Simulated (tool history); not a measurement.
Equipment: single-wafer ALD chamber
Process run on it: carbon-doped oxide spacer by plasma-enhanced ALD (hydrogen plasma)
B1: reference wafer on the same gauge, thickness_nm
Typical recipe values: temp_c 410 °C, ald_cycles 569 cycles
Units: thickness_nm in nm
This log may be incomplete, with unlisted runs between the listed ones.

{"run": 1, "hour": 0.0, "temp_c": 401, "ald_cycles": 569, "B1": 24.003, "thickness_nm": 28.42}
{"run": 2, "hour": 11.8, "temp_c": 401, "ald_cycles": 569, "B1": 24.01, "thickness_nm": 28.407}
{"run": 3, "hour": 50.1, "temp_c": 416, "ald_cycles": 643, "B1": 23.997, "thickness_nm": 30.263}
{"run": 4, "hour": 60.7, "temp_c": 416, "ald_cycles": 643, "B1": 23.995, "thickness_nm": 30.401}
{"run": 5, "hour": 75.6, "temp_c": 420, "ald_cycles": 597, "B1": 23.993, "thickness_nm": 27.739}
{"run": 6, "hour": 89.9, "temp_c": 410, "ald_cycles": 569, "B1": 24.009, "thickness_nm": 27.424}
{"run": 7, "hour": 107.1, "temp_c": 410, "ald_cycles": 569, "B1": 24, "thickness_nm": 27.481}
{"run": 8, "hour": 118.4, "temp_c": 410, "ald_cycles": 569, "B1": 24.002, "thickness_nm": 27.51}
{"run": 9, "hour": 155.7, "temp_c": 415, "ald_cycles": 569, "B1": 23.996, "thickness_nm": 27.003}
{"run": 10, "hour": 173.3, "temp_c": 410, "ald_cycles": 569, "B1": 23.996, "thickness_nm": 27.463}
{"run": 11, "hour": 187.5, "temp_c": 410, "ald_cycles": 569, "B1": 24, "thickness_nm": 27.376}
{"run": 12, "hour": 200.9, "temp_c": 410, "ald_cycles": 617, "B1": 24.003, "thickness_nm": 29.612}
{"run": 13, "hour": 217.1, "temp_c": 422, "ald_cycles": 569, "B1": 23.992, "thickness_nm": 26.201}
{"run": 14, "hour": 233.5, "temp_c": 422, "ald_cycles": 569, "B1": 23.996, "thickness_nm": 26.367}
{"hour": 235.8, "done": "gauge calibrated"}
{"run": 15, "hour": 239.7, "temp_c": 422, "ald_cycles": 569, "B1": 23.995, "thickness_nm": 26.229}
{"run": 16, "hour": 251.4, "temp_c": 410, "ald_cycles": 569, "B1": 24, "thickness_nm": 27.418}
{"run": 17, "hour": 263.9, "temp_c": 397, "ald_cycles": 569, "B1": 24.003, "thickness_nm": 28.761}
{"run": 18, "hour": 277.6, "temp_c": 421, "ald_cycles": 602, "B1": 23.993, "thickness_nm": 27.837}
{"run": 19, "hour": 294.5, "temp_c": 399, "ald_cycles": 477, "B1": 23.993, "thickness_nm": 23.927}
{"run": 20, "hour": 311.8, "temp_c": 410, "ald_cycles": 617, "B1": 23.998, "thickness_nm": 29.783}
{"hour": 326.2, "done": "thermocouple changed; heater temperature recalibrated"}
{"run": 21, "hour": 361.1, "temp_c": 423, "ald_cycles": 534, "B1": 23.998, "thickness_nm": 25.595}
{"run": 22, "hour": 373.7, "temp_c": 422, "ald_cycles": 610, "B1": 23.997, "thickness_nm": 29.446}
{"run": 23, "hour": 391.0, "temp_c": 410, "ald_cycles": 512, "B1": 24.005, "thickness_nm": 25.654}
{"run": 24, "hour": 407.6, "temp_c": 410, "ald_cycles": 569, "B1": 24.002, "thickness_nm": 28.523}
{"hour": 422.1, "done": "thermocouple changed; heater temperature recalibrated, repeated, since the last time left the tool worse"}
{"run": 25, "hour": 422.6, "temp_c": 410, "ald_cycles": 671, "B1": 24.003, "thickness_nm": 32.925}
{"run": 26, "hour": 432.8, "temp_c": 410, "ald_cycles": 676, "B1": 24.007, "thickness_nm": 33.037}
{"run": 27, "hour": 446.6, "temp_c": 410, "ald_cycles": 619, "B1": 23.993, "thickness_nm": 30.144}
{"run": 28, "hour": 462.1, "temp_c": 417, "ald_cycles": 569, "B1": 24.009, "thickness_nm": 27.129}
{"run": 29, "hour": 479.7, "temp_c": 410, "ald_cycles": 569, "B1": 24.006, "thickness_nm": 27.838}
{"run": 30, "hour": 528.8, "temp_c": 419, "ald_cycles": 681, "B1": 23.991, "thickness_nm": 32.115}
{"run": 31, "hour": 544.0, "temp_c": 410, "ald_cycles": 501, "B1": 24.013, "thickness_nm": 24.351}
{"run": 32, "hour": 552.6, "temp_c": 423, "ald_cycles": 600, "B1": 24.008, "thickness_nm": 27.845}

3 options for the next run, each taken on its own from the tool as it stands now. Forecast them:
{"run": "A", "hour": 553.9, "temp_c": 414, "ald_cycles": 569, "B1": "?", "thickness_nm": "?"}
{"run": "B", "hour": 553.9, "temp_c": 420, "ald_cycles": 660, "B1": "?", "thickness_nm": "?"}
{"run": "C", "hour": 553.9, "temp_c": 405, "ald_cycles": 458, "B1": "?", "thickness_nm": "?"}

run=A B1=23.998 thickness_nm=27.356
run=B B1=23.998 thickness_nm=31.047
run=C B1=23.998 thickness_nm=22.732
With the hidden condition removed and each run's random variation left untouched, the same runs would have given:
run=A thickness_nm=27.486
run=B thickness_nm=31.198
run=C thickness_nm=22.836
